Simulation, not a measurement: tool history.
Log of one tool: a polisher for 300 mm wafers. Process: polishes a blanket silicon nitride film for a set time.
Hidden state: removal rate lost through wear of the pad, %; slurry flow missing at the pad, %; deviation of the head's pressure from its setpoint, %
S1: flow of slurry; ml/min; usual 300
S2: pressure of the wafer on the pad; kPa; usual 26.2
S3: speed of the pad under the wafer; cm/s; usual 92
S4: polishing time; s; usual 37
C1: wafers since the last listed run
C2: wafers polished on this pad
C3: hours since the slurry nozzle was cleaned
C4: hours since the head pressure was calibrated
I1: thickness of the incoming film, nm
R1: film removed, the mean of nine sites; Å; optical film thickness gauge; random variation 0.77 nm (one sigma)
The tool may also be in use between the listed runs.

{"run": 1, "hour": 0.0, "S1": 300, "S2": 26.2, "S3": 92, "S4": 37, "C1": 0, "C2": 393, "C3": 126.4, "C4": 565.6, "I1": 529.2, "R1": 794}
{"run": 2, "hour": 13.0, "S1": 300, "S2": 26.2, "S3": 92, "S4": 37, "C1": 108, "C2": 501, "C3": 139.4, "C4": 578.6, "I1": 538.2, "R1": 778}
{"run": 3, "hour": 27.8, "S1": 300, "S2": 20.7, "S3": 92, "S4": 33, "C1": 123, "C2": 625, "C3": 154.2, "C4": 593.4, "I1": 531.6, "R1": 597}
{"run": 4, "hour": 42.1, "S1": 300, "S2": 20.7, "S3": 92, "S4": 33, "C1": 119, "C2": 745, "C3": 168.5, "C4": 607.7, "I1": 529.3, "R1": 590}
{"run": 5, "hour": 48.3, "S1": 300, "S2": 20.7, "S3": 92, "S4": 33, "C1": 51, "C2": 796, "C3": 174.7, "C4": 613.9, "I1": 525.3, "R1": 586}
{"run": 6, "hour": 63.3, "S1": 300, "S2": 26.2, "S3": 106, "S4": 37, "C1": 125, "C2": 922, "C3": 189.7, "C4": 628.9, "I1": 530.9, "R1": 861}
{"run": 7, "hour": 70.7, "S1": 300, "S2": 26.2, "S3": 106, "S4": 37, "C1": 61, "C2": 984, "C3": 197.1, "C4": 636.3, "I1": 524.8, "R1": 877}
{"run": 8, "hour": 76.7, "S1": 300, "S2": 26.2, "S3": 106, "S4": 37, "C1": 50, "C2": 1034, "C3": 203.1, "C4": 642.3, "I1": 532.6, "R1": 875}
{"run": 9, "hour": 92.0, "S1": 300, "S2": 26.2, "S3": 110, "S4": 34, "C1": 127, "C2": 1162, "C3": 218.4, "C4": 657.6, "I1": 517.8, "R1": 825}
{"hour": 107.0, "done": "worn pad replaced by a new one"}
{"run": 10, "hour": 107.5, "S1": 300, "S2": 26.2, "S3": 110, "S4": 34, "C1": 96, "C2": 4, "C3": 233.9, "C4": 673.1, "I1": 525.5, "R1": 821}
{"run": 11, "hour": 118.7, "S1": 300, "S2": 26.2, "S3": 92, "S4": 46, "C1": 93, "C2": 97, "C3": 245.1, "C4": 684.3, "I1": 528.6, "R1": 947}
{"run": 12, "hour": 130.4, "S1": 300, "S2": 26.2, "S3": 92, "S4": 37, "C1": 97, "C2": 195, "C3": 256.8, "C4": 696, "I1": 525.2, "R1": 776}
{"run": 13, "hour": 143.3, "S1": 300, "S2": 26.2, "S3": 92, "S4": 37, "C1": 107, "C2": 303, "C3": 269.7, "C4": 708.9, "I1": 530, "R1": 788}
{"run": 14, "hour": 152.0, "S1": 300, "S2": 26.2, "S3": 92, "S4": 37, "C1": 72, "C2": 375, "C3": 278.4, "C4": 717.6, "I1": 525.1, "R1": 779}
{"run": 15, "hour": 166.4, "S1": 300, "S2": 26.2, "S3": 92, "S4": 37, "C1": 120, "C2": 496, "C3": 292.8, "C4": 732, "I1": 536.3, "R1": 779}
{"run": 16, "hour": 188.0, "S1": 345, "S2": 26.2, "S3": 92, "S4": 37, "C1": 180, "C2": 676, "C3": 314.4, "C4": 753.6, "I1": 535.7, "R1": 783}
{"run": 17, "hour": 204.9, "S1": 345, "S2": 26.2, "S3": 92, "S4": 37, "C1": 141, "C2": 817, "C3": 331.3, "C4": 770.5, "I1": 530, "R1": 781}
{"run": 18, "hour": 212.1, "S1": 300, "S2": 26.2, "S3": 92, "S4": 37, "C1": 60, "C2": 878, "C3": 338.5, "C4": 777.7, "I1": 527.4, "R1": 782}
{"run": 19, "hour": 226.1, "S1": 300, "S2": 26.2, "S3": 110, "S4": 37, "C1": 116, "C2": 995, "C3": 352.5, "C4": 791.7, "I1": 529.9, "R1": 887}
{"run": 20, "hour": 237.5, "S1": 300, "S2": 26.2, "S3": 106, "S4": 37, "C1": 95, "C2": 1090, "C3": 363.9, "C4": 803.1, "I1": 535.7, "R1": 857}
{"hour": 253.2, "done": "worn pad replaced by a new one"}
{"run": 21, "hour": 253.7, "S1": 300, "S2": 26.2, "S3": 92, "S4": 27, "C1": 101, "C2": 4, "C3": 380.1, "C4": 819.3, "I1": 533, "R1": 568}
{"run": 22, "hour": 257.8, "S1": 300, "S2": 26.2, "S3": 110, "S4": 37, "C1": 34, "C2": 38, "C3": 384.2, "C4": 823.4, "I1": 528.1, "R1": 888}
{"run": 23, "hour": 272.8, "S1": 300, "S2": 26.2, "S3": 92, "S4": 37, "C1": 125, "C2": 163, "C3": 399.2, "C4": 838.4, "I1": 530.3, "R1": 770}
{"hour": 274.4, "done": "slurry nozzle cleaned"}
{"run": 24, "hour": 290.3, "S1": 300, "S2": 33.1, "S3": 74, "S4": 37, "C1": 137, "C2": 301, "C3": 15.9, "C4": 855.9, "I1": 529.7, "R1": 813}
{"run": 25, "hour": 305.2, "S1": 300, "S2": 18.6, "S3": 92, "S4": 37, "C1": 124, "C2": 426, "C3": 30.8, "C4": 870.8, "I1": 525.4, "R1": 638}
{"hour": 315.6, "done": "head pressure recalibrated"}
{"run": 26, "hour": 321.6, "S1": 300, "S2": 30.3, "S3": 64, "S4": 37, "C1": 120, "C2": 546, "C3": 47.2, "C4": 6, "I1": 527.4, "R1": 665}
{"run": 27, "hour": 361.5, "S1": 300, "S2": 26.2, "S3": 92, "S4": 50, "C1": 333, "C2": 879, "C3": 87.1, "C4": 45.9, "I1": 520.4, "R1": 1058}
{"run": 28, "hour": 369.5, "S1": 225, "S2": 29, "S3": 92, "S4": 37, "C1": 66, "C2": 946, "C3": 95.1, "C4": 53.9, "I1": 535, "R1": 831}
{"run": 29, "hour": 381.3, "S1": 245, "S2": 35.2, "S3": 124, "S4": 37, "C1": 98, "C2": 1045, "C3": 106.9, "C4": 65.7, "I1": 530.4, "R1": 1218}
{"hour": 386.7, "done": "worn pad replaced by a new one"}
{"run": 30, "hour": 397.1, "S1": 300, "S2": 30.3, "S3": 92, "S4": 37, "C1": 98, "C2": 86, "C3": 122.7, "C4": 81.5, "I1": 529.4, "R1": 880}
{"run": 31, "hour": 414.3, "S1": 300, "S2": 26.2, "S3": 92, "S4": 37, "C1": 143, "C2": 230, "C3": 139.9, "C4": 98.7, "I1": 536.1, "R1": 778}
{"run": 32, "hour": 430.0, "S1": 300, "S2": 17.2, "S3": 92, "S4": 37, "C1": 131, "C2": 361, "C3": 155.6, "C4": 114.4, "I1": 538.5, "R1": 600}
{"run": 33, "hour": 442.2, "S1": 240, "S2": 22.8, "S3": 68, "S4": 44, "C1": 101, "C2": 463, "C3": 167.8, "C4": 126.6, "I1": 524.1, "R1": 655}
{"run": 34, "hour": 450.6, "S1": 335, "S2": 30.3, "S3": 92, "S4": 37, "C1": 70, "C2": 533, "C3": 176.2, "C4": 135, "I1": 531.8, "R1": 878}
{"run": 35, "hour": 466.3, "S1": 300, "S2": 20.7, "S3": 110, "S4": 37, "C1": 131, "C2": 664, "C3": 191.9, "C4": 150.7, "I1": 534.3, "R1": 760}
{"run": 36, "hour": 480.4, "S1": 300, "S2": 35.2, "S3": 92, "S4": 37, "C1": 117, "C2": 782, "C3": 206, "C4": 164.8, "I1": 527, "R1": 962}
{"run": 37, "hour": 492.1, "S1": 400, "S2": 26.2, "S3": 92, "S4": 28, "C1": 97, "C2": 880, "C3": 217.7, "C4": 176.5, "I1": 530.5, "R1": 607}
{"run": 38, "hour": 505.6, "S1": 300, "S2": 21.4, "S3": 92, "S4": 37, "C1": 112, "C2": 993, "C3": 231.2, "C4": 190, "I1": 531.7, "R1": 676}

What the log doesn't show, run by run:
removal rate lost through wear of the pad, %: 0 in every run
deviation of the head's pressure from its setpoint, %: 0 in every run
H1: slurry flow missing at the pad, %
run=1 H1=27.6
run=2 H1=29.1
run=3 H1=30.7
run=4 H1=32.1
run=5 H1=32.6
run=6 H1=33.9
run=7 H1=34.5
run=8 H1=34.9
run=9 H1=36
run=10 H1=37
run=11 H1=37.6
run=12 H1=38.2
run=13 H1=38.9
run=14 H1=39.3
run=15 H1=39.9
run=16 H1=40.8
run=17 H1=41.3
run=18 H1=41.6
run=19 H1=42
run=20 H1=42.3
run=21 H1=42.7
run=22 H1=42.8
run=23 H1=43.1
run=24 H1=5.98
run=25 H1=9.44
run=26 H1=12.9
run=27 H1=19.9
run=28 H1=21.1
run=29 H1=22.8
run=30 H1=24.8
run=31 H1=26.8
run=32 H1=28.5
run=33 H1=29.6
run=34 H1=30.4
run=35 H1=31.7
run=36 H1=32.7
run=37 H1=33.6
run=38 H1=34.4

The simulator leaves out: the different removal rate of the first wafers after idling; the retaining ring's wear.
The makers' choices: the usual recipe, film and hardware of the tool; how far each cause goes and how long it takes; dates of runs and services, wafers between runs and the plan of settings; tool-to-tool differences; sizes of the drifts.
